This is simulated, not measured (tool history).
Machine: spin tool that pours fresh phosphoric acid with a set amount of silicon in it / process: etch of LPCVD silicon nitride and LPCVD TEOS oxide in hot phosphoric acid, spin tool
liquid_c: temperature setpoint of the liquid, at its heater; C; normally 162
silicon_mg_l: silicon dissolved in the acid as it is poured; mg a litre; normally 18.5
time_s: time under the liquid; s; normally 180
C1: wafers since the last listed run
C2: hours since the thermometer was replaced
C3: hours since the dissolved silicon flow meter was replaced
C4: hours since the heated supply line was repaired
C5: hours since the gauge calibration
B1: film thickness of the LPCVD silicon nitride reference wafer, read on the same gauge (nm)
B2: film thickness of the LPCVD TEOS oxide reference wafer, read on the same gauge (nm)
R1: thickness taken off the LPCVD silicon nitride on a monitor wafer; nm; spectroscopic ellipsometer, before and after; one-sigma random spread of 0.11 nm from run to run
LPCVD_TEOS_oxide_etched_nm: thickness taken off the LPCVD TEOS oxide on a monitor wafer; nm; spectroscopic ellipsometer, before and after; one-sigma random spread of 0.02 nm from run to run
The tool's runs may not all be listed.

{"run": 1, "hour": 0.0, "liquid_c": 162, "silicon_mg_l": 18.5, "time_s": 180, "C1": 0, "C2": 255.7, "C3": 1412.8, "C4": 1853.5, "C5": 562.8, "B1": 130.01, "B2": 80.008, "R1": 17.28, "LPCVD_TEOS_oxide_etched_nm": 0.437}
{"run": 2, "hour": 68.6, "liquid_c": 162, "silicon_mg_l": 18.5, "time_s": 180, "C1": 592, "C2": 324.3, "C3": 1481.4, "C4": 1922.1, "C5": 631.4, "B1": 130.02, "B2": 80.033, "R1": 17.19, "LPCVD_TEOS_oxide_etched_nm": 0.424}
{"hour": 80.9, "done": "heated supply line repaired"}
{"hour": 137.0, "done": "dissolved silicon flow meter replaced"}
{"run": 3, "hour": 138.6, "liquid_c": 163.5, "silicon_mg_l": 18.5, "time_s": 180, "C1": 587, "C2": 394.3, "C3": 1.6, "C4": 57.7, "C5": 701.4, "B1": 130.02, "B2": 79.997, "R1": 19.79, "LPCVD_TEOS_oxide_etched_nm": 0.607}
{"run": 4, "hour": 179.0, "liquid_c": 162, "silicon_mg_l": 18.5, "time_s": 180, "C1": 349, "C2": 434.7, "C3": 42, "C4": 98.1, "C5": 741.8, "B1": 129.99, "B2": 80.012, "R1": 18.86, "LPCVD_TEOS_oxide_etched_nm": 0.506}
{"run": 5, "hour": 244.3, "liquid_c": 162, "silicon_mg_l": 18.5, "time_s": 180, "C1": 564, "C2": 500, "C3": 107.3, "C4": 163.4, "C5": 807.1, "B1": 130.02, "B2": 80.013, "R1": 18.6, "LPCVD_TEOS_oxide_etched_nm": 0.499}
{"run": 6, "hour": 301.8, "liquid_c": 161, "silicon_mg_l": 28, "time_s": 210, "C1": 496, "C2": 557.5, "C3": 164.8, "C4": 220.9, "C5": 864.6, "B1": 129.97, "B2": 80.007, "R1": 20.97, "LPCVD_TEOS_oxide_etched_nm": 0.384}
{"run": 7, "hour": 347.1, "liquid_c": 160.5, "silicon_mg_l": 18.5, "time_s": 180, "C1": 391, "C2": 602.8, "C3": 210.1, "C4": 266.2, "C5": 909.9, "B1": 129.98, "B2": 79.985, "R1": 17.9, "LPCVD_TEOS_oxide_etched_nm": 0.475}
{"run": 8, "hour": 397.0, "liquid_c": 162, "silicon_mg_l": 18.5, "time_s": 180, "C1": 431, "C2": 652.7, "C3": 260, "C4": 316.1, "C5": 959.8, "B1": 129.98, "B2": 79.989, "R1": 18.71, "LPCVD_TEOS_oxide_etched_nm": 0.515}
{"hour": 402.3, "done": "thermometer replaced"}
{"run": 9, "hour": 435.2, "liquid_c": 162, "silicon_mg_l": 18.5, "time_s": 180, "C1": 321, "C2": 32.9, "C3": 298.2, "C4": 354.3, "C5": 998, "B1": 130, "B2": 79.989, "R1": 18.66, "LPCVD_TEOS_oxide_etched_nm": 0.493}
{"run": 10, "hour": 472.7, "liquid_c": 162, "silicon_mg_l": 18.5, "time_s": 180, "C1": 324, "C2": 70.4, "C3": 335.7, "C4": 391.8, "C5": 1035.5, "B1": 130.02, "B2": 80.012, "R1": 18.37, "LPCVD_TEOS_oxide_etched_nm": 0.51}
{"run": 11, "hour": 527.7, "liquid_c": 161, "silicon_mg_l": 24, "time_s": 115, "C1": 475, "C2": 125.4, "C3": 390.7, "C4": 446.8, "C5": 1090.5, "B1": 129.98, "B2": 80.009, "R1": 11.37, "LPCVD_TEOS_oxide_etched_nm": 0.248}
{"run": 12, "hour": 555.3, "liquid_c": 163.5, "silicon_mg_l": 32.5, "time_s": 140, "C1": 238, "C2": 153, "C3": 418.3, "C4": 474.4, "C5": 1118.1, "B1": 130.01, "B2": 80.005, "R1": 15.18, "LPCVD_TEOS_oxide_etched_nm": 0.282}
{"run": 13, "hour": 592.4, "liquid_c": 165, "silicon_mg_l": 7.5, "time_s": 235, "C1": 320, "C2": 190.1, "C3": 455.4, "C4": 511.5, "C5": 1155.2, "B1": 129.98, "B2": 79.992, "R1": 26.73, "LPCVD_TEOS_oxide_etched_nm": 1.005}
{"run": 14, "hour": 616.5, "liquid_c": 163, "silicon_mg_l": 28.5, "time_s": 215, "C1": 208, "C2": 214.2, "C3": 479.5, "C4": 535.6, "C5": 1179.3, "B1": 129.97, "B2": 80.001, "R1": 22.69, "LPCVD_TEOS_oxide_etched_nm": 0.493}
{"hour": 633.9, "done": "gauge calibrated"}
{"run": 15, "hour": 650.0, "liquid_c": 162, "silicon_mg_l": 12.5, "time_s": 180, "C1": 289, "C2": 247.7, "C3": 513, "C4": 569.1, "C5": 16.1, "B1": 130.01, "B2": 80.017, "R1": 18.47, "LPCVD_TEOS_oxide_etched_nm": 0.582}
{"run": 16, "hour": 721.5, "liquid_c": 160.5, "silicon_mg_l": 8, "time_s": 80, "C1": 617, "C2": 319.2, "C3": 584.5, "C4": 640.6, "C5": 87.6, "B1": 130, "B2": 79.985, "R1": 7.75, "LPCVD_TEOS_oxide_etched_nm": 0.241}
{"run": 17, "hour": 857.2, "liquid_c": 162, "silicon_mg_l": 18.5, "time_s": 210, "C1": 1172, "C2": 454.9, "C3": 720.2, "C4": 776.3, "C5": 223.3, "B1": 130.02, "B2": 79.999, "R1": 21.38, "LPCVD_TEOS_oxide_etched_nm": 0.548}
{"run": 18, "hour": 895.8, "liquid_c": 161, "silicon_mg_l": 18.5, "time_s": 180, "C1": 333, "C2": 493.5, "C3": 758.8, "C4": 814.9, "C5": 261.9, "B1": 130, "B2": 79.985, "R1": 17.54, "LPCVD_TEOS_oxide_etched_nm": 0.431}
{"run": 19, "hour": 945.1, "liquid_c": 162, "silicon_mg_l": 4, "time_s": 285, "C1": 426, "C2": 542.8, "C3": 808.1, "C4": 864.2, "C5": 311.2, "B1": 129.99, "B2": 80.009, "R1": 29.05, "LPCVD_TEOS_oxide_etched_nm": 1.094}
{"hour": 971.2, "done": "thermometer replaced"}
{"run": 20, "hour": 976.2, "liquid_c": 162, "silicon_mg_l": 18.5, "time_s": 285, "C1": 260, "C2": 5, "C3": 839.2, "C4": 895.3, "C5": 342.3, "B1": 130.01, "B2": 79.989, "R1": 28.72, "LPCVD_TEOS_oxide_etched_nm": 0.759}
{"run": 21, "hour": 1024.0, "liquid_c": 162, "silicon_mg_l": 18.5, "time_s": 180, "C1": 413, "C2": 52.8, "C3": 887, "C4": 943.1, "C5": 390.1, "B1": 130.02, "B2": 80.007, "R1": 18.29, "LPCVD_TEOS_oxide_etched_nm": 0.466}

What differs in the tool's unlogged condition from the final listed run ahead of each entry between runs to the first listed run following it?
Run 2 -> run 3: heated supply line repaired (hour 80.9); dissolved silicon flow meter replaced (hour 137)
  temperature lost on the way to the wafer (K): 2.78 -> 0.107
  measured result minus the result with no hidden state, R1: -1.67 -> -0.07 nm; LPCVD_TEOS_oxide_etched_nm: -0.096 -> -0.005 nm
Run 8 -> run 9: thermometer replaced (hour 402.3)
  temperature lost on the way to the wafer (K): 0.466 -> 0.519
  measured result minus the result with no hidden state, R1: -0.29 -> -0.33 nm; LPCVD_TEOS_oxide_etched_nm: -0.018 -> -0.019 nm
Run 14 -> run 15: gauge calibrated (hour 633.9)
  temperature lost on the way to the wafer (K): 0.772 -> 0.818
  measured result minus the result with no hidden state, R1: -0.59 -> -0.52 nm; LPCVD_TEOS_oxide_etched_nm: -0.029 -> -0.036 nm
Run 19 -> run 20: thermometer replaced (hour 971.2)
  temperature lost on the way to the wafer (K): 1.23 -> 1.27
  measured result minus the result with no hidden state, R1: -1.22 -> -1.24 nm; LPCVD_TEOS_oxide_etched_nm: -0.104 -> -0.074 nm
